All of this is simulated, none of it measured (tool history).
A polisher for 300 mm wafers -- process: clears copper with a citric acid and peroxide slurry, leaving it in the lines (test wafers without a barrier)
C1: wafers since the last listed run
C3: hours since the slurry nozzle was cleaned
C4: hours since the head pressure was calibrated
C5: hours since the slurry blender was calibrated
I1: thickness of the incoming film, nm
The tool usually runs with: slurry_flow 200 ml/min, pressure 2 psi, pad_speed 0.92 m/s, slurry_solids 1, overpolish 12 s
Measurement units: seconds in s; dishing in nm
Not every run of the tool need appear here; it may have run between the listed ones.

run 1 day=0 | slurry_flow=200 pressure=2 pad_speed=0.92 slurry_solids=1 overpolish=12 | C1=0 wafers_polished_on_this_pad=151 C3=205.1 C4=1208.3 C5=117.6 | I1=120 | seconds=106.4 dishing=10.5
run 2 day=0.471 | slurry_flow=200 pressure=2 pad_speed=0.92 slurry_solids=1 overpolish=12 | C1=68 wafers_polished_on_this_pad=219 C3=216.4 C4=1219.6 C5=128.9 | I1=118.1 | seconds=103.8 dishing=10.5
run 3 day=0.75 | slurry_flow=200 pressure=2 pad_speed=0.92 slurry_solids=1 overpolish=12 | C1=40 wafers_polished_on_this_pad=259 C3=223.1 C4=1226.3 C5=135.6 | I1=120.6 | seconds=107.6 dishing=10.8
run 4 day=1.383 | slurry_flow=200 pressure=2 pad_speed=0.92 slurry_solids=1 overpolish=12 | C1=91 wafers_polished_on_this_pad=351 C3=238.3 C4=1241.5 C5=150.8 | I1=119.8 | seconds=105.2 dishing=10.2
run 5 day=1.929 | slurry_flow=200 pressure=2 pad_speed=0.92 slurry_solids=1 overpolish=12 | C1=78 wafers_polished_on_this_pad=430 C3=251.4 C4=1254.6 C5=163.9 | I1=118.4 | seconds=105.4 dishing=10.2
-- day=2.033 head pressure recalibrated
-- day=2.612 slurry nozzle cleaned
run 6 day=2.633 | slurry_flow=200 pressure=2 pad_speed=0.92 slurry_solids=1 overpolish=12 | C1=83 wafers_polished_on_this_pad=514 C3=0.5 C4=14.4 C5=180.8 | I1=120.9 | seconds=100.3 dishing=10.9
run 7 day=2.992 | slurry_flow=240 pressure=2 pad_speed=0.92 slurry_solids=1 overpolish=12 | C1=51 wafers_polished_on_this_pad=565 C3=9.1 C4=23 C5=189.4 | I1=120 | seconds=97.8 dishing=11.3
run 8 day=3.325 | slurry_flow=240 pressure=2 pad_speed=0.92 slurry_solids=1 overpolish=12 | C1=48 wafers_polished_on_this_pad=614 C3=17.1 C4=31 C5=197.4 | I1=120.9 | seconds=96.1 dishing=11.7
run 9 day=3.904 | slurry_flow=155 pressure=2.7 pad_speed=1.08 slurry_solids=1 overpolish=15 | C1=83 wafers_polished_on_this_pad=697 C3=31 C4=44.9 C5=211.3 | I1=119.2 | seconds=68 dishing=19.4
run 10 day=4.412 | slurry_flow=235 pressure=1.8 pad_speed=0.92 slurry_solids=1 overpolish=12 | C1=73 wafers_polished_on_this_pad=771 C3=43.2 C4=57.1 C5=223.5 | I1=120 | seconds=104.1 dishing=10.3
run 11 day=4.725 | slurry_flow=200 pressure=2 pad_speed=0.92 slurry_solids=1 overpolish=12 | C1=45 wafers_polished_on_this_pad=816 C3=50.7 C4=64.6 C5=231 | I1=120.1 | seconds=97.4 dishing=11.1
run 12 day=5.054 | slurry_flow=200 pressure=2 pad_speed=1.1 slurry_solids=1 overpolish=12 | C1=47 wafers_polished_on_this_pad=863 C3=58.6 C4=72.5 C5=238.9 | I1=121.3 | seconds=82.5 dishing=13
run 13 day=5.675 | slurry_flow=200 pressure=2 pad_speed=0.92 slurry_solids=1 overpolish=12 | C1=89 wafers_polished_on_this_pad=953 C3=73.5 C4=87.4 C5=253.8 | I1=121.2 | seconds=98.4 dishing=11.2
run 14 day=5.942 | slurry_flow=200 pressure=2 pad_speed=0.92 slurry_solids=1 overpolish=12 | C1=38 wafers_polished_on_this_pad=992 C3=79.9 C4=93.8 C5=260.2 | I1=119.5 | seconds=98.2 dishing=11.2
run 15 day=6.254 | slurry_flow=200 pressure=2 pad_speed=0.92 slurry_solids=1.2 overpolish=12 | C1=45 wafers_polished_on_this_pad=1037 C3=87.4 C4=101.3 C5=267.7 | I1=122.3 | seconds=95.1 dishing=11.5
run 16 day=6.55 | slurry_flow=150 pressure=2.4 pad_speed=0.92 slurry_solids=0.75 overpolish=12 | C1=42 wafers_polished_on_this_pad=1080 C3=94.5 C4=108.4 C5=274.8 | I1=120.1 | seconds=93.4 dishing=12.1
run 17 day=6.958 | slurry_flow=265 pressure=2.6 pad_speed=1.24 slurry_solids=1 overpolish=8 | C1=59 wafers_polished_on_this_pad=1139 C3=104.3 C4=118.2 C5=284.6 | I1=121 | seconds=58.4 dishing=12.8
run 18 day=7.575 | slurry_flow=170 pressure=2 pad_speed=0.92 slurry_solids=0.8 overpolish=9 | C1=89 wafers_polished_on_this_pad=1228 C3=119.1 C4=133 C5=299.4 | I1=119.9 | seconds=102.1 dishing=7.9
-- day=7.738 slurry blender recalibrated
run 19 day=8.246 | slurry_flow=200 pressure=1.5 pad_speed=0.68 slurry_solids=1 overpolish=8 | C1=84 wafers_polished_on_this_pad=1313 C3=135.2 C4=149.1 C5=12.2 | I1=122 | seconds=166 dishing=4.6
-- day=9.142 worn pad replaced by a new one
run 20 day=9.162 | slurry_flow=200 pressure=2 pad_speed=0.92 slurry_solids=1.25 overpolish=12 | C1=108 wafers_polished_on_this_pad=2 C3=157.2 C4=171.1 C5=34.2 | I1=121.1 | seconds=94.8 dishing=11.4
run 21 day=9.442 | slurry_flow=255 pressure=1.3 pad_speed=0.78 slurry_solids=1 overpolish=12 | C1=40 wafers_polished_on_this_pad=43 C3=163.9 C4=177.8 C5=40.9 | I1=119.5 | seconds=150.6 dishing=7.2
run 22 day=10.167 | slurry_flow=160 pressure=2 pad_speed=0.92 slurry_solids=1 overpolish=17 | C1=104 wafers_polished_on_this_pad=147 C3=181.3 C4=195.2 C5=58.3 | I1=120.1 | seconds=103.7 dishing=15.2
run 23 day=10.433 | slurry_flow=260 pressure=2 pad_speed=0.64 slurry_solids=1 overpolish=12 | C1=38 wafers_polished_on_this_pad=186 C3=187.7 C4=201.6 C5=64.7 | I1=119.7 | seconds=134.8 dishing=7.9
-- day=12.167 slurry nozzle cleaned
run 24 day=12.433 | slurry_flow=200 pressure=2 pad_speed=0.92 slurry_solids=1 overpolish=12 | C1=283 wafers_polished_on_this_pad=469 C3=6.4 C4=249.6 C5=112.7 | I1=117.9 | seconds=96.4 dishing=11.1
run 25 day=14.388 | slurry_flow=200 pressure=2 pad_speed=0.92 slurry_solids=1 overpolish=12 | C1=282 wafers_polished_on_this_pad=751 C3=53.3 C4=296.5 C5=159.6 | I1=121.8 | seconds=100.4 dishing=11.3
run 26 day=14.762 | slurry_flow=200 pressure=2 pad_speed=0.92 slurry_solids=1 overpolish=16 | C1=54 wafers_polished_on_this_pad=806 C3=62.3 C4=305.5 C5=168.6 | I1=118.2 | seconds=98.3 dishing=14.7
run 27 day=15.458 | slurry_flow=265 pressure=2.6 pad_speed=1.24 slurry_solids=1 overpolish=8 | C1=100 wafers_polished_on_this_pad=906 C3=79 C4=322.2 C5=185.3 | I1=122.8 | seconds=59.8 dishing=12
run 28 day=15.9 | slurry_flow=200 pressure=1.8 pad_speed=0.92 slurry_solids=1 overpolish=18 | C1=63 wafers_polished_on_this_pad=970 C3=89.6 C4=332.8 C5=195.9 | I1=121.1 | seconds=107.6 dishing=14.9

Predict each of these 5 candidate next runs independently; none follows another, all start after run 28:
run A day=15.921 | slurry_flow=200 pressure=2 pad_speed=0.92 slurry_solids=1 overpolish=12 | C1=3 wafers_polished_on_this_pad=973 C3=90.1 C4=333.3 C5=196.4 | I1=120.1 | seconds=? dishing=?
run B day=15.921 | slurry_flow=200 pressure=2.7 pad_speed=0.8 slurry_solids=1 overpolish=12 | C1=3 wafers_polished_on_this_pad=973 C3=90.1 C4=333.3 C5=196.4 | I1=120.1 | seconds=? dishing=?
run C day=15.921 | slurry_flow=135 pressure=2 pad_speed=0.92 slurry_solids=1 overpolish=7 | C1=3 wafers_polished_on_this_pad=973 C3=90.1 C4=333.3 C5=196.4 | I1=120.1 | seconds=? dishing=?
run D day=15.921 | slurry_flow=200 pressure=2.3 pad_speed=0.92 slurry_solids=0.75 overpolish=12 | C1=3 wafers_polished_on_this_pad=973 C3=90.1 C4=333.3 C5=196.4 | I1=120.1 | seconds=? dishing=?
run E day=15.921 | slurry_flow=200 pressure=2 pad_speed=0.8 slurry_solids=1 overpolish=12 | C1=3 wafers_polished_on_this_pad=973 C3=90.1 C4=333.3 C5=196.4 | I1=120.1 | seconds=? dishing=?

run=A seconds=99.6 dishing=11.4
run=B seconds=89.8 dishing=12.6
run=C seconds=104.9 dishing=6.4
run=D seconds=93.3 dishing=12.2
run=E seconds=113.8 dishing=10
Take away the tool's hidden state, keep each run's random variation, and the runs would have read:
run=A seconds=97.3 dishing=11.7
run=B seconds=87.7 dishing=12.9
run=C seconds=102.5 dishing=6.6
run=D seconds=91.2 dishing=12.4
run=E seconds=111.2 dishing=10.2
